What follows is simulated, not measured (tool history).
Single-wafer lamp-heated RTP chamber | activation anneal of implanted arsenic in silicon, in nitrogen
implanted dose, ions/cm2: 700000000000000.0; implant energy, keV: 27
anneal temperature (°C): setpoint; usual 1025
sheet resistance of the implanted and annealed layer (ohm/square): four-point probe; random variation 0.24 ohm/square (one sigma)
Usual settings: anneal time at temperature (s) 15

| run | hour | anneal temperature (°C) | anneal time at temperature (s) | wafers since the last listed run | wafers since the last pyrometer calibration | wafers since the reflector plate was cleaned | hours since the gauge calibration | read-back reference wafer on the same gauge, sheet resistance | sheet resistance of the implanted and annealed layer (ohm/square) |
|---|---|---|---|---|---|---|---|---|---|
| 1 | 0.0 | 1009 | 15 | 0 | 11747 | 5915 | 2344.3 | 145.93 | 159.58 |
|  | 31.0 | pyrometer window cleaned and pyrometer calibrated |
| 2 | 73.8 | 1009 | 15 | 1215 | 789 | 7130 | 2418.1 | 145.99 | 160.47 |
| 3 | 137.7 | 1009 | 15 | 1180 | 1970 | 8310 | 2482.0 | 146.05 | 160.25 |
| 4 | 199.4 | 1025 | 15 | 1139 | 3109 | 9449 | 2543.7 | 145.98 | 158.45 |
| 5 | 400.0 | 1025 | 15 | 3704 | 6814 | 13154 | 2744.3 | 145.96 | 157.08 |
|  | 458.7 | reflector plate cleaned |
| 6 | 496.5 | 1032 | 15 | 1634 | 8448 | 697 | 2840.8 | 145.99 | 157.20 |
| 7 | 559.4 | 1025 | 15 | 1161 | 9610 | 1859 | 2903.7 | 145.89 | 157.99 |
|  | 637.9 | pyrometer window cleaned and pyrometer calibrated |
| 8 | 638.4 | 1025 | 15 | 1311 | 10 | 3170 | 2982.7 | 145.88 | 159.31 |
| 9 | 736.4 | 1025 | 15 | 1809 | 1819 | 4980 | 3080.7 | 145.98 | 158.27 |
| 10 | 798.7 | 1025 | 15 | 1150 | 2970 | 6131 | 3143.0 | 145.99 | 157.69 |
| 11 | 901.6 | 1025 | 15 | 1900 | 4870 | 8031 | 3245.9 | 146.02 | 157.51 |
| 12 | 957.3 | 1025 | 15 | 1028 | 5899 | 9060 | 3301.6 | 146.11 | 157.68 |
| 13 | 995.2 | 1025 | 15 | 699 | 6599 | 9760 | 3339.5 | 145.96 | 157.58 |
| 14 | 1051.5 | 1025 | 18 | 1039 | 7639 | 10799 | 3395.8 | 145.94 | 156.64 |
| 15 | 1153.5 | 1003 | 15 | 1883 | 9522 | 12683 | 3497.8 | 146.01 | 159.42 |
|  | 1190.1 | reflector plate cleaned |
| 16 | 1207.0 | 1049 | 15 | 840 | 10363 | 312 | 3551.3 | 145.98 | 155.14 |
| 17 | 1266.6 | 1025 | 15 | 1100 | 11463 | 1412 | 3610.9 | 145.98 | 158.12 |
| 18 | 1304.9 | 1025 | 15 | 707 | 12171 | 2120 | 3649.2 | 146.01 | 157.92 |
|  | 1406.8 | pyrometer window cleaned and pyrometer calibrated |
| 19 | 1407.3 | 1034 | 9 | 1743 | 8 | 3863 | 3751.6 | 145.96 | 161.30 |
| 20 | 1556.2 | 1007 | 15 | 2749 | 2758 | 6613 | 3900.5 | 146.05 | 160.63 |
| 21 | 1592.3 | 1025 | 11 | 666 | 3425 | 7280 | 3936.6 | 145.95 | 159.94 |

Forecast run 22:
| 22 | 1664.8 | 1025 | 15 | 1338 | 4764 | 8619 | 4009.1 | ? | ? |

Run 22 gave read-back reference wafer on the same gauge, sheet resistance 145.99, sheet resistance of the implanted and annealed layer (ohm/square) 158.31.
Without the tool's hidden state the same run would have given sheet resistance of the implanted and annealed layer (ohm/square) 159.83.
